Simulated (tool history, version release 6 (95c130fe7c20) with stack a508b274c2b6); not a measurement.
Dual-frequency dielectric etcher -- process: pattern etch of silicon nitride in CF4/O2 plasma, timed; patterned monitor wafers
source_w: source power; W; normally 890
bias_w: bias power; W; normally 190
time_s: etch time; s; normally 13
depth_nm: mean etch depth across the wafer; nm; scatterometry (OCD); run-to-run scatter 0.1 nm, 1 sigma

| run | hour | source_w | bias_w | time_s | wafers since the last listed run | hours since the last wet clean | hours since the last source power generator calibration | hours since the last bias power generator calibration | hours since the last upper electrode change | hours since the gauge calibration | read-back reference wafer on the same gauge, depth_nm | depth_nm |
|---|---|---|---|---|---|---|---|---|---|---|---|---|
| 1 | 0 | 950 | 190 | 13 | 0 | 223.6 | 2037.2 | 3111.2 | 2029 | 68.1 | 42.41 | 45.18 |
|  | 15.3 | source power generator calibrated |
| 2 | 15.8 | 890 | 202 | 13 | 177 | 239.4 | 0.5 | 3127 | 2044.8 | 83.9 | 42.4 | 47.74 |
| 3 | 24.6 | 890 | 202 | 13 | 132 | 248.2 | 9.3 | 3135.8 | 2053.6 | 92.7 | 42.39 | 48.03 |
|  | 63.1 | bias power generator calibrated |
| 4 | 63.6 | 890 | 190 | 13 | 527 | 287.2 | 48.3 | 0.5 | 2092.6 | 131.7 | 42.42 | 46.83 |
| 5 | 77.4 | 890 | 190 | 13 | 207 | 301 | 62.1 | 14.3 | 2106.4 | 145.5 | 42.4 | 46.65 |
| 6 | 88.2 | 890 | 190 | 11 | 162 | 311.8 | 72.9 | 25.1 | 2117.2 | 156.3 | 42.42 | 39.63 |
|  | 103.3 | source power generator calibrated, repeated, since the last time left the tool worse |
| 7 | 103.8 | 890 | 190 | 11 | 174 | 327.4 | 0.5 | 40.7 | 2132.8 | 171.9 | 42.42 | 36.83 |
| 8 | 115 | 890 | 190 | 13 | 168 | 338.6 | 11.7 | 51.9 | 2144 | 183.1 | 42.4 | 43.56 |
| 9 | 125.3 | 890 | 190 | 13 | 155 | 348.9 | 22 | 62.2 | 2154.3 | 193.4 | 42.38 | 43.47 |
| 10 | 137.6 | 1070 | 173 | 15 | 185 | 361.2 | 34.3 | 74.5 | 2166.6 | 205.7 | 42.41 | 58.83 |
| 11 | 146.6 | 890 | 190 | 15 | 135 | 370.2 | 43.3 | 83.5 | 2175.6 | 214.7 | 42.4 | 50.28 |
|  | 180.8 | wet clean of the chamber |
| 12 | 181.3 | 890 | 190 | 13 | 161 | 0.5 | 78 | 118.2 | 2210.3 | 249.4 | 42.41 | 43.5 |
| 13 | 181.7 | 890 | 190 | 15.5 | 6 | 0.9 | 78.4 | 118.6 | 2210.7 | 249.8 | 42.4 | 52 |
| 14 | 182.5 | 990 | 211 | 11 | 12 | 1.7 | 79.2 | 119.4 | 2211.5 | 250.6 | 42.39 | 42.48 |
| 15 | 200.3 | 890 | 190 | 14 | 268 | 19.5 | 97 | 137.2 | 2229.3 | 268.4 | 42.41 | 46.81 |
| 16 | 209.1 | 1000 | 164 | 15.5 | 132 | 28.3 | 105.8 | 146 | 2238.1 | 277.2 | 42.39 | 55.51 |
| 17 | 226.9 | 710 | 149 | 10.5 | 268 | 46.1 | 123.6 | 163.8 | 2255.9 | 295 | 42.39 | 25.22 |
| 18 | 235.2 | 1100 | 173 | 16.5 | 124 | 54.4 | 131.9 | 172.1 | 2264.2 | 303.3 | 42.41 | 66.23 |

For run 19, what comes out?
| 19 | 243.7 | 890 | 168 | 13 | 128 | 62.9 | 140.4 | 180.6 | 2272.7 | 311.8 | ? | ? |

Run 19 gave read-back reference wafer on the same gauge, depth_nm 42.4, depth_nm 41.76 nm.
On a tool with no hidden condition, and with the same random variation, this run would have come out at depth_nm 42.21 nm.

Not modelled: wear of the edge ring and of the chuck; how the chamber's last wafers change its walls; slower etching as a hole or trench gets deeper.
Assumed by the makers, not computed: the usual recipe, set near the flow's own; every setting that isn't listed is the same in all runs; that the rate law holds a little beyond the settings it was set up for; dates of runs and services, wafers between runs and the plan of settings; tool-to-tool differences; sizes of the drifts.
